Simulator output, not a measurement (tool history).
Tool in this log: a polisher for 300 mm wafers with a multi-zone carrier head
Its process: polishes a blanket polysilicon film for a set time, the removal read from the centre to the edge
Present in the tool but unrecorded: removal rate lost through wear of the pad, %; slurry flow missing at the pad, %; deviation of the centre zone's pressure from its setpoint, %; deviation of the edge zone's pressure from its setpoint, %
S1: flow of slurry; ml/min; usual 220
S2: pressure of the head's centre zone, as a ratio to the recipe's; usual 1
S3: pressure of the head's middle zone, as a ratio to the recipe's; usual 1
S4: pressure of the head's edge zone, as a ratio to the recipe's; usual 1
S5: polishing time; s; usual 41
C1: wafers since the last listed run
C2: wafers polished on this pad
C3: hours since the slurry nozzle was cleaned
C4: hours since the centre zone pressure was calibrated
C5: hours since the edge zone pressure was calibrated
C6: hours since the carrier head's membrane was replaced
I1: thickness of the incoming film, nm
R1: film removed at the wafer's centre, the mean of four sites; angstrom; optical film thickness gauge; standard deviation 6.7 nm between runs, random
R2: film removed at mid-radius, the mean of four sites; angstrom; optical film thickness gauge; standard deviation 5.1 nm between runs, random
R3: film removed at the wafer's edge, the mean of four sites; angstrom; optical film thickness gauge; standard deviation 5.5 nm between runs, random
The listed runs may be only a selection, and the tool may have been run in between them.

run,hour,S1,S2,S3,S4,S5,C1,C2,C3,C4,C5,C6,I1,R1,R2,R3
1,0,265,1,1,1,41,0,2830,81.9,506.3,447.1,716.6,2174.6,4521,4511,4658
# hour 7.9: worn pad replaced by a new one
2,70.7,265,1,1,1,41,525,495,152.6,577,517.8,787.3,2176.3,4520,4484,4587
# hour 87.7: edge zone pressure recalibrated
# hour 98.5: centre zone pressure recalibrated
3,106,220,1,1,1,33,246,741,187.9,7.5,18.3,822.6,2152.6,3332,3378,3508
4,154.6,220,1,1,1,33,382,1124,236.5,56.1,66.9,871.2,2193.9,3360,3424,3529
# hour 199: carrier head's membrane replaced by a new one
5,199.5,220,1,1,1,33,314,1438,281.4,101,111.8,0.5,2167.7,3373,3437,3540
# hour 212.3: slurry nozzle cleaned
6,231.9,220,1.05,0.96,0.94,54,247,1686,19.6,133.4,144.2,32.9,2147.9,6096,5904,5916
7,278.6,220,1,1,1,41,367,2053,66.3,180.1,190.9,79.6,2135.4,4354,4465,4527
8,318,220,1,1,0.93,41,310,2364,105.7,219.5,230.3,119,2161.2,4305,4357,4392
9,349.3,245,1.07,0.89,1,52,246,2610,137,250.8,261.6,150.3,2209,5939,5055,5830
# hour 353.9: worn pad replaced by a new one
10,415.2,220,1,1,1.1,33,487,483,202.9,316.7,327.5,216.2,2153.6,3332,3384,3728
11,466.6,270,1,1,1,41,404,888,254.3,368.1,378.9,267.6,2221.4,4378,4289,4647
12,525.5,175,1.07,1.03,1,37,463,1352,313.2,427,437.8,326.5,2172.2,3600,3614,3742
# hour 540.2: slurry nozzle cleaned
13,571.3,220,1.07,1,1.05,54,352,1705,31.1,472.8,483.6,372.3,2212.8,6258,5917,6232
14,620,220,1,1,1,41,383,2088,79.8,521.5,532.3,421,2186.4,4412,4367,4548
# hour 644.1: edge zone pressure recalibrated
# hour 680.8: centre zone pressure recalibrated
15,689.8,220,1,1,0.94,36,518,2607,149.6,9,45.7,490.8,2194,3674,3793,3806
# hour 737.3: worn pad replaced by a new one
16,745,220,1.08,0.89,0.96,48,403,60,204.8,64.2,100.9,546,2162.9,5235,4435,5163
# hour 872.5: slurry nozzle cleaned
17,891.3,220,1,1,1.04,41,1144,1204,18.8,210.5,247.2,692.3,2147.9,4513,4440,4725
18,937.4,220,1,1,1,41,363,1568,64.9,256.6,293.3,738.4,2172.3,4496,4451,4578
19,986.1,170,1,1,1,48,383,1951,113.6,305.3,342,787.1,2153.9,4707,4670,5011
# hour 1035.6: carrier head's membrane replaced by a new one
20,1036.4,220,1,1,1,41,356,2308,163.9,355.6,392.3,0.8,2202.6,4260,4181,4418
21,1085.6,220,1,0.94,1,31,387,2696,213.1,404.8,441.5,50,2165.1,3021,3072,3343
# hour 1113.6: worn pad replaced by a new one
22,1155.9,220,1,1,0.96,41,522,333,283.4,475.1,511.8,120.3,2135.8,4077,4090,4258

Take each entry between the runs: how does the hidden state at the last listed run before it differ from the hidden state at the first listed run after it?
Logged between run 1 and run 2: worn pad replaced by a new one (hour 7.9)
  slurry flow missing at the pad, %: 21.7 -> 31.2
  difference, measured minus the result without the unlogged condition, R1: -174 -> -293 angstrom; R2: -155 -> -259 angstrom; R3: -121 -> -196 angstrom
Logged between run 2 and run 3: edge zone pressure recalibrated (hour 87.7); centre zone pressure recalibrated (hour 98.5)
  slurry flow missing at the pad, %: 31.2 -> 34.2
  difference, measured minus the result without the unlogged condition, R1: -293 -> -308 angstrom; R2: -259 -> -276 angstrom; R3: -196 -> -208 angstrom
Logged between run 4 and run 5: carrier head's membrane replaced by a new one (hour 199)
  slurry flow missing at the pad, %: 37 -> 38.7
  difference, measured minus the result without the unlogged condition, R1: -357 -> -388 angstrom; R2: -320 -> -348 angstrom; R3: -238 -> -257 angstrom
Logged between run 5 and run 6: slurry nozzle cleaned (hour 212.3)
  slurry flow missing at the pad, %: 38.7 -> 6.98
  difference, measured minus the result without the unlogged condition, R1: -388 -> -76 angstrom; R2: -348 -> -65 angstrom; R3: -257 -> -49 angstrom
Logged between run 9 and run 10: worn pad replaced by a new one (hour 353.9)
  slurry flow missing at the pad, %: 29.8 -> 35.3
  difference, measured minus the result without the unlogged condition, R1: -391 -> -327 angstrom; R2: -296 -> -293 angstrom; R3: -252 -> -233 angstrom
Logged between run 12 and run 13: slurry nozzle cleaned (hour 540.2)
  slurry flow missing at the pad, %: 39.7 -> 12.1
  difference, measured minus the result without the unlogged condition, R1: -571 -> -143 angstrom; R2: -497 -> -121 angstrom; R3: -355 -> -94 angstrom
Logged between run 14 and run 15: edge zone pressure recalibrated (hour 644.1); centre zone pressure recalibrated (hour 680.8)
  slurry flow missing at the pad, %: 23.3 -> 32.8
  difference, measured minus the result without the unlogged condition, R1: -229 -> -318 angstrom; R2: -201 -> -291 angstrom; R3: -155 -> -211 angstrom
Logged between run 15 and run 16: worn pad replaced by a new one (hour 737.3)
  slurry flow missing at the pad, %: 32.8 -> 37.2
  difference, measured minus the result without the unlogged condition, R1: -318 -> -561 angstrom; R2: -291 -> -419 angstrom; R3: -211 -> -351 angstrom
Logged between run 16 and run 17: slurry nozzle cleaned (hour 872.5)
  slurry flow missing at the pad, %: 37.2 -> 8.2
  difference, measured minus the result without the unlogged condition, R1: -561 -> -67 angstrom; R2: -419 -> -58 angstrom; R3: -351 -> -47 angstrom
Logged between run 19 and run 20: carrier head's membrane replaced by a new one (hour 1035.6)
  slurry flow missing at the pad, %: 28.4 -> 33.9
  difference, measured minus the result without the unlogged condition, R1: -438 -> -389 angstrom; R2: -380 -> -338 angstrom; R3: -287 -> -258 angstrom
Logged between run 21 and run 22: worn pad replaced by a new one (hour 1113.6)
  slurry flow missing at the pad, %: 37.4 -> 40.4
  difference, measured minus the result without the unlogged condition, R1: -328 -> -509 angstrom; R2: -293 -> -449 angstrom; R3: -229 -> -334 angstrom
